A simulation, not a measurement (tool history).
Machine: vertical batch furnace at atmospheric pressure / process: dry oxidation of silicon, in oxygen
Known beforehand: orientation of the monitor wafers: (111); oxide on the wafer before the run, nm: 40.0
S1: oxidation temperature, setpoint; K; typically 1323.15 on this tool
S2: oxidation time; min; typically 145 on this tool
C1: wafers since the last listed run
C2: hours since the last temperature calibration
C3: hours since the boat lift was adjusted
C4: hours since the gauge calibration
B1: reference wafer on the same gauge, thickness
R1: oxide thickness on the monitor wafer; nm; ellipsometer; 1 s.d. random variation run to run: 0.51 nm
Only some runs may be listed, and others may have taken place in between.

{"run": 1, "day": 0.0, "S1": 1340.15, "S2": 103, "C1": 0, "C2": 3255.6, "C3": 455.2, "C4": 1081.1, "B1": 148.99, "R1": 145.93}
{"run": 2, "day": 1.496, "S1": 1318.15, "S2": 109, "C1": 500, "C2": 3291.5, "C3": 491.1, "C4": 1117, "B1": 149.02, "R1": 135.87}
{"run": 3, "day": 3.854, "S1": 1318.15, "S2": 109, "C1": 789, "C2": 3348.1, "C3": 547.7, "C4": 1173.6, "B1": 149.17, "R1": 134.21}
{"run": 4, "day": 5.062, "S1": 1318.15, "S2": 109, "C1": 404, "C2": 3377.1, "C3": 576.7, "C4": 1202.6, "B1": 148.82, "R1": 134.25}
{"run": 5, "day": 9.308, "S1": 1323.15, "S2": 145, "C1": 1421, "C2": 3479, "C3": 678.6, "C4": 1304.5, "B1": 148.97, "R1": 160.61}
{"run": 6, "day": 11.45, "S1": 1323.15, "S2": 145, "C1": 717, "C2": 3530.4, "C3": 730, "C4": 1355.9, "B1": 148.98, "R1": 159.55}
{"run": 7, "day": 13.979, "S1": 1323.15, "S2": 145, "C1": 847, "C2": 3591.1, "C3": 790.7, "C4": 1416.6, "B1": 148.88, "R1": 159.94}
{"run": 8, "day": 15.075, "S1": 1323.15, "S2": 145, "C1": 367, "C2": 3617.4, "C3": 817, "C4": 1442.9, "B1": 149.06, "R1": 160.87}
{"run": 9, "day": 16.475, "S1": 1323.15, "S2": 145, "C1": 468, "C2": 3651, "C3": 850.6, "C4": 1476.5, "B1": 149.04, "R1": 160.52}
{"run": 10, "day": 17.975, "S1": 1323.15, "S2": 145, "C1": 502, "C2": 3687, "C3": 886.6, "C4": 1512.5, "B1": 149.06, "R1": 159.39}
{"run": 11, "day": 19.75, "S1": 1323.15, "S2": 95.5, "C1": 594, "C2": 3729.6, "C3": 929.2, "C4": 1555.1, "B1": 149.19, "R1": 129.21}
{"run": 12, "day": 20.796, "S1": 1323.15, "S2": 95.5, "C1": 350, "C2": 3754.7, "C3": 954.3, "C4": 1580.2, "B1": 149.08, "R1": 128.99}
{"day": 22.592, "done": "gauge calibrated"}
{"run": 13, "day": 23.408, "S1": 1333.15, "S2": 169.5, "C1": 874, "C2": 3817.4, "C3": 1017, "C4": 19.6, "B1": 148.98, "R1": 183.16}
{"run": 14, "day": 25.721, "S1": 1333.15, "S2": 169.5, "C1": 774, "C2": 3872.9, "C3": 1072.5, "C4": 75.1, "B1": 149.04, "R1": 183.72}
{"run": 15, "day": 26.825, "S1": 1333.15, "S2": 169.5, "C1": 369, "C2": 3899.4, "C3": 1099, "C4": 101.6, "B1": 149.03, "R1": 183.04}
{"run": 16, "day": 28.608, "S1": 1323.15, "S2": 145, "C1": 597, "C2": 3942.2, "C3": 1141.8, "C4": 144.4, "B1": 148.92, "R1": 160.19}
{"run": 17, "day": 31.604, "S1": 1323.15, "S2": 145, "C1": 1003, "C2": 4014.1, "C3": 1213.7, "C4": 216.3, "B1": 149.1, "R1": 159.95}
{"day": 36.854, "done": "thermocouples replaced and temperature profile calibrated"}
{"run": 18, "day": 36.971, "S1": 1323.15, "S2": 145, "C1": 1462, "C2": 2.8, "C3": 1342.5, "C4": 345.1, "B1": 149.02, "R1": 159.77}
{"run": 19, "day": 38.058, "S1": 1333.15, "S2": 204, "C1": 364, "C2": 28.9, "C3": 1368.6, "C4": 371.2, "B1": 148.92, "R1": 203.86}
{"run": 20, "day": 39.233, "S1": 1323.15, "S2": 145, "C1": 393, "C2": 57.1, "C3": 1396.8, "C4": 399.4, "B1": 148.97, "R1": 159.52}
{"run": 21, "day": 41.096, "S1": 1323.15, "S2": 168.5, "C1": 623, "C2": 101.8, "C3": 1441.5, "C4": 444.1, "B1": 149.04, "R1": 173.91}
{"run": 22, "day": 42.338, "S1": 1301.15, "S2": 100, "C1": 415, "C2": 131.6, "C3": 1471.3, "C4": 473.9, "B1": 148.98, "R1": 117.87}
{"run": 23, "day": 44.325, "S1": 1311.15, "S2": 92.5, "C1": 665, "C2": 179.3, "C3": 1519, "C4": 521.6, "B1": 148.96, "R1": 119.38}
{"run": 24, "day": 46.275, "S1": 1310.15, "S2": 177.5, "C1": 653, "C2": 226.1, "C3": 1565.8, "C4": 568.4, "B1": 148.95, "R1": 168.14}
{"run": 25, "day": 47.712, "S1": 1341.15, "S2": 96, "C1": 481, "C2": 260.6, "C3": 1600.3, "C4": 602.9, "B1": 148.88, "R1": 139.27}
{"run": 26, "day": 50.554, "S1": 1331.15, "S2": 187.5, "C1": 951, "C2": 328.8, "C3": 1668.5, "C4": 671.1, "B1": 149.1, "R1": 191.49}
{"run": 27, "day": 53.108, "S1": 1333.15, "S2": 86, "C1": 855, "C2": 390.1, "C3": 1729.8, "C4": 732.4, "B1": 149.09, "R1": 126.52}
{"day": 54.342, "done": "boat lift adjusted"}
{"run": 28, "day": 58.508, "S1": 1309.15, "S2": 112.5, "C1": 1473, "C2": 519.7, "C3": 100, "C4": 862, "B1": 148.77, "R1": 132.3}
{"run": 29, "day": 60.975, "S1": 1323.15, "S2": 145, "C1": 826, "C2": 578.9, "C3": 159.2, "C4": 921.2, "B1": 148.92, "R1": 162.27}
{"run": 30, "day": 62.475, "S1": 1346.15, "S2": 195.5, "C1": 502, "C2": 614.9, "C3": 195.2, "C4": 957.2, "B1": 149.15, "R1": 214.44}
{"run": 31, "day": 63.796, "S1": 1333.15, "S2": 145, "C1": 442, "C2": 646.6, "C3": 226.9, "C4": 988.9, "B1": 149.07, "R1": 169.92}
{"run": 32, "day": 64.992, "S1": 1299.15, "S2": 145, "C1": 400, "C2": 675.3, "C3": 255.6, "C4": 1017.6, "B1": 149.17, "R1": 143.28}
{"run": 33, "day": 67.908, "S1": 1323.15, "S2": 113.5, "C1": 976, "C2": 745.3, "C3": 325.6, "C4": 1087.6, "B1": 149.03, "R1": 141.62}
{"run": 34, "day": 70.496, "S1": 1347.15, "S2": 85, "C1": 866, "C2": 807.4, "C3": 387.7, "C4": 1149.7, "B1": 149.17, "R1": 136.31}
{"run": 35, "day": 73.2, "S1": 1311.15, "S2": 145, "C1": 905, "C2": 872.3, "C3": 452.6, "C4": 1214.6, "B1": 148.91, "R1": 151.86}
{"run": 36, "day": 75.129, "S1": 1323.15, "S2": 145, "C1": 646, "C2": 918.6, "C3": 498.9, "C4": 1260.9, "B1": 148.98, "R1": 161.41}
{"run": 37, "day": 78.096, "S1": 1347.15, "S2": 85, "C1": 993, "C2": 989.8, "C3": 570.1, "C4": 1332.1, "B1": 149.03, "R1": 136.36}
{"run": 38, "day": 79.383, "S1": 1331.15, "S2": 145, "C1": 431, "C2": 1020.7, "C3": 601, "C4": 1363, "B1": 148.95, "R1": 167.65}

Branching from run 38: 5 alternative next runs. What would each branch give?
{"run": "A", "day": 79.621, "S1": 1323.15, "S2": 145, "C1": 79, "C2": 1026.4, "C3": 606.7, "C4": 1368.7, "B1": "?", "R1": "?"}
{"run": "B", "day": 79.621, "S1": 1323.15, "S2": 192, "C1": 79, "C2": 1026.4, "C3": 606.7, "C4": 1368.7, "B1": "?", "R1": "?"}
{"run": "C", "day": 79.621, "S1": 1306.15, "S2": 145, "C1": 79, "C2": 1026.4, "C3": 606.7, "C4": 1368.7, "B1": "?", "R1": "?"}
{"run": "D", "day": 79.621, "S1": 1340.15, "S2": 145, "C1": 79, "C2": 1026.4, "C3": 606.7, "C4": 1368.7, "B1": "?", "R1": "?"}
{"run": "E", "day": 79.621, "S1": 1304.15, "S2": 145, "C1": 79, "C2": 1026.4, "C3": 606.7, "C4": 1368.7, "B1": "?", "R1": "?"}

run=A B1=148.94 R1=161.12
run=B B1=148.94 R1=187.59
run=C B1=148.94 R1=148.09
run=D B1=148.94 R1=175.38
run=E B1=148.94 R1=146.59
Without the tool's hidden state the same runs would have given:
run=A R1=163.72
run=B R1=190.66
run=C R1=150.54
run=D R1=178.32
run=E R1=149.03
